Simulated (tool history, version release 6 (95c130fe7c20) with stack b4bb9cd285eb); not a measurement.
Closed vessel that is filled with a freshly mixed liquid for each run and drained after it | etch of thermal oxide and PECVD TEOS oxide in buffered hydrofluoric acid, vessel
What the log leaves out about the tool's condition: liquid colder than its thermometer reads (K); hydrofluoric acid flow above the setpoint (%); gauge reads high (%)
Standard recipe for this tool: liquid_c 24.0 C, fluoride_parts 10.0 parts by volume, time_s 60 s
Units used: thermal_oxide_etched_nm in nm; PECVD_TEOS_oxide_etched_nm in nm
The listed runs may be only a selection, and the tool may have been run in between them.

| run | hour | liquid_c | fluoride_parts | time_s | wafers since the last listed run | hours since the thermometer was replaced | hours since the hydrofluoric acid flow meter was replaced | hours since the gauge calibration | read-back film thickness of the thermal oxide reference wafer, read on the same gauge (nm) | read-back film thickness of the PECVD TEOS oxide reference wafer, read on the same gauge (nm) | thermal_oxide_etched_nm | PECVD_TEOS_oxide_etched_nm |
|---|---|---|---|---|---|---|---|---|---|---|---|---|
| 1 | 0.0 | 24.0 | 10.0 | 60 | 0 | 420.0 | 1805.0 | 637.1 | 129.97 | 39.98 | 66.05 | 174.25 |
| 2 | 13.4 | 24.0 | 10.0 | 35 | 1941 | 433.4 | 1818.4 | 650.5 | 129.97 | 40.05 | 38.33 | 101.74 |
| 3 | 40.8 | 24.0 | 10.0 | 35 | 3969 | 460.8 | 1845.8 | 677.9 | 129.95 | 39.95 | 37.91 | 101.94 |
| 4 | 48.2 | 24.0 | 10.0 | 60 | 1072 | 468.2 | 1853.2 | 685.3 | 129.98 | 39.98 | 65.55 | 175.33 |
| 5 | 60.8 | 24.0 | 10.0 | 60 | 1825 | 480.8 | 1865.8 | 697.9 | 129.97 | 39.99 | 65.22 | 175.06 |
|  | 65.1 | gauge calibrated |
| 6 | 69.6 | 21.5 | 14.0 | 45 | 1274 | 489.6 | 1874.6 | 4.5 | 130.03 | 39.97 | 31.67 | 85.56 |
|  | 80.7 | hydrofluoric acid flow meter replaced |
| 7 | 102.2 | 24.0 | 6.5 | 75 | 4578 | 522.2 | 21.5 | 37.1 | 129.97 | 40.02 | 113.53 | 302.13 |
| 8 | 111.7 | 24.0 | 10.0 | 90 | 1376 | 531.7 | 31.0 | 46.6 | 129.99 | 39.95 | 90.89 | 243.28 |
| 9 | 126.4 | 24.0 | 10.0 | 60 | 2129 | 546.4 | 45.7 | 61.3 | 129.96 | 40.04 | 60.49 | 163.34 |
| 10 | 140.2 | 20.0 | 8.0 | 85 | 1999 | 560.2 | 59.5 | 75.1 | 129.98 | 39.99 | 83.97 | 224.25 |
| 11 | 156.0 | 24.0 | 10.0 | 80 | 2289 | 576.0 | 75.3 | 90.9 | 130.00 | 40.00 | 80.46 | 212.51 |
| 12 | 162.7 | 24.0 | 10.0 | 60 | 970 | 582.7 | 82.0 | 97.6 | 130.02 | 39.98 | 60.18 | 159.49 |
| 13 | 172.7 | 27.0 | 8.5 | 35 | 1448 | 592.7 | 92.0 | 107.6 | 129.99 | 40.04 | 47.03 | 127.14 |
| 14 | 191.4 | 24.0 | 10.0 | 60 | 2709 | 611.4 | 110.7 | 126.3 | 130.01 | 40.03 | 60.00 | 163.42 |
|  | 204.6 | thermometer replaced |
| 15 | 204.9 | 19.0 | 7.5 | 85 | 1810 | 0.3 | 124.2 | 139.8 | 129.98 | 40.02 | 89.30 | 240.50 |
| 16 | 221.0 | 22.0 | 10.0 | 60 | 2332 | 16.4 | 140.3 | 155.9 | 130.01 | 40.00 | 57.16 | 151.74 |
| 17 | 232.2 | 28.5 | 13.5 | 60 | 1622 | 27.6 | 151.5 | 167.1 | 130.01 | 40.02 | 60.59 | 162.51 |
| 18 | 248.7 | 24.0 | 12.0 | 45 | 2390 | 44.1 | 168.0 | 183.6 | 129.99 | 39.99 | 40.33 | 106.95 |
| 19 | 259.0 | 20.0 | 12.0 | 60 | 1492 | 54.4 | 178.3 | 193.9 | 129.99 | 40.00 | 42.73 | 113.71 |
| 20 | 272.8 | 21.5 | 10.0 | 45 | 1999 | 68.2 | 192.1 | 207.7 | 129.99 | 40.01 | 41.86 | 112.64 |
| 21 | 286.5 | 24.0 | 10.0 | 80 | 1984 | 81.9 | 205.8 | 221.4 | 130.02 | 40.01 | 84.42 | 224.54 |
| 22 | 295.0 | 24.0 | 10.0 | 60 | 1231 | 90.4 | 214.3 | 229.9 | 130.04 | 40.00 | 62.89 | 172.48 |
| 23 | 312.3 | 24.0 | 10.0 | 60 | 2506 | 107.7 | 231.6 | 247.2 | 130.01 | 40.01 | 62.94 | 170.83 |
| 24 | 320.7 | 24.0 | 10.0 | 60 | 1216 | 116.1 | 240.0 | 255.6 | 130.02 | 39.99 | 62.90 | 169.33 |
| 25 | 327.5 | 24.0 | 9.0 | 60 | 985 | 122.9 | 246.8 | 262.4 | 129.97 | 40.05 | 68.70 | 183.29 |
| 26 | 343.8 | 20.5 | 9.0 | 50 | 2361 | 139.2 | 263.1 | 278.7 | 129.99 | 39.99 | 46.48 | 123.28 |
| 27 | 358.1 | 27.0 | 8.0 | 60 | 2071 | 153.5 | 277.4 | 293.0 | 129.99 | 39.97 | 91.01 | 240.91 |

Here are 3 independent what-if runs from the current tool condition. What would each one return?
| A | 358.8 | 24.0 | 10.0 | 60 | 101 | 154.2 | 278.1 | 293.7 | ? | ? | ? | ? |
| B | 358.8 | 22.5 | 10.0 | 60 | 101 | 154.2 | 278.1 | 293.7 | ? | ? | ? | ? |
| C | 358.8 | 22.0 | 6.0 | 35 | 101 | 154.2 | 278.1 | 293.7 | ? | ? | ? | ? |

| run | read-back film thickness of the thermal oxide reference wafer, read on the same gauge (nm) | read-back film thickness of the PECVD TEOS oxide reference wafer, read on the same gauge (nm) | thermal_oxide_etched_nm | PECVD_TEOS_oxide_etched_nm |
|---|---|---|---|---|
| A | 129.99 | 40.00 | 63.14 | 169.12 |
| B | 129.99 | 40.00 | 58.14 | 155.75 |
| C | 129.99 | 40.00 | 53.22 | 142.55 |
With no hidden state in the tool, these same runs would have given:
| run | thermal_oxide_etched_nm | PECVD_TEOS_oxide_etched_nm |
|---|---|---|
| A | 63.46 | 169.98 |
| B | 58.45 | 156.57 |
| C | 53.18 | 142.45 |

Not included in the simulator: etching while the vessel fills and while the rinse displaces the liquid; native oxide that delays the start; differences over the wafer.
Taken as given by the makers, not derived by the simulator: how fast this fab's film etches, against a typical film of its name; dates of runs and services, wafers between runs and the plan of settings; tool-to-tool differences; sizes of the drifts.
